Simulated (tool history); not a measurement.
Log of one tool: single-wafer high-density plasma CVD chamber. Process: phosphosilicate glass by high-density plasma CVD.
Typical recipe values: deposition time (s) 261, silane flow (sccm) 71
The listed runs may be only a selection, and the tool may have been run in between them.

run,hour,deposition time (s),silane flow (sccm),wafers since the last listed run,hours since the silane flow controller was replaced,hours since the gauge calibration,"read-back reference wafer on the same gauge, thickness_nm",mean film thickness on the monitor wafer (Å)
1,0,300,71,0,3375.7,1407.1,1810.166,21316.86
2,79.3,300,71,302,3455,1486.4,1808.855,21219.01
3,166.4,261,71,332,3542.1,1573.5,1810.759,18538.96
4,225.3,261,71,224,3601,1632.4,1809.389,18648.4
5,312.1,261,71,331,3687.8,1719.2,1809.673,18560.56
6,369.6,233,82,219,3745.3,1776.7,1809.105,19183.04
7,470.7,233,82,385,3846.4,1877.8,1809.961,19174.27
8,537.1,233,82,253,3912.8,1944.2,1809.507,19109.36
9,627.5,261,71,344,4003.2,2034.6,1810.069,18631.68
10,702,261,71,284,4077.7,2109.1,1808.917,18631.32
11,749,261,67,179,4124.7,2156.1,1809.813,17550.86
12,853.5,261,67,398,4229.2,2260.6,1810.019,17501.02
13,898.4,261,67,171,4274.1,2305.5,1810.478,17483.61
# hour 978.4: gauge calibrated
14,991.3,261,74,354,4367,12.9,1810.898,19363.32
15,1092.3,261,74,385,4468,113.9,1810.01,19243.88
16,1135.4,261,74,164,4511.1,157,1810.976,19265.03
# hour 1308.6: silane flow controller replaced
17,1333.9,284,79,726,25.3,355.5,1811.382,23223.72
18,1430,247,64,366,121.4,451.6,1809.282,16383.69
19,1506.3,261,71,291,197.7,527.9,1809.447,19201.65
20,1612.3,261,80,404,303.7,633.9,1809.219,21486.56
21,1690,245,77,296,381.4,711.6,1809.206,19437.01
22,1772.8,226,64,315,464.2,794.4,1810.223,14919.7
23,1872.6,261,78,380,564,894.2,1809.469,20736.13
24,1975.1,226,64,391,666.5,996.7,1811.303,14888.36
25,2045.9,231,60,270,737.3,1067.5,1809.257,14210.46

Run 26 is up next; what results do you expect?
26,2125,284,71,301,816.4,1146.6,?,?

Run 26 gave read-back reference wafer on the same gauge, thickness_nm 1808.544, mean film thickness on the monitor wafer (Å) 20638.12.
Minus the tool's unlogged condition, the same run would have read mean film thickness on the monitor wafer (Å) 21014.37.

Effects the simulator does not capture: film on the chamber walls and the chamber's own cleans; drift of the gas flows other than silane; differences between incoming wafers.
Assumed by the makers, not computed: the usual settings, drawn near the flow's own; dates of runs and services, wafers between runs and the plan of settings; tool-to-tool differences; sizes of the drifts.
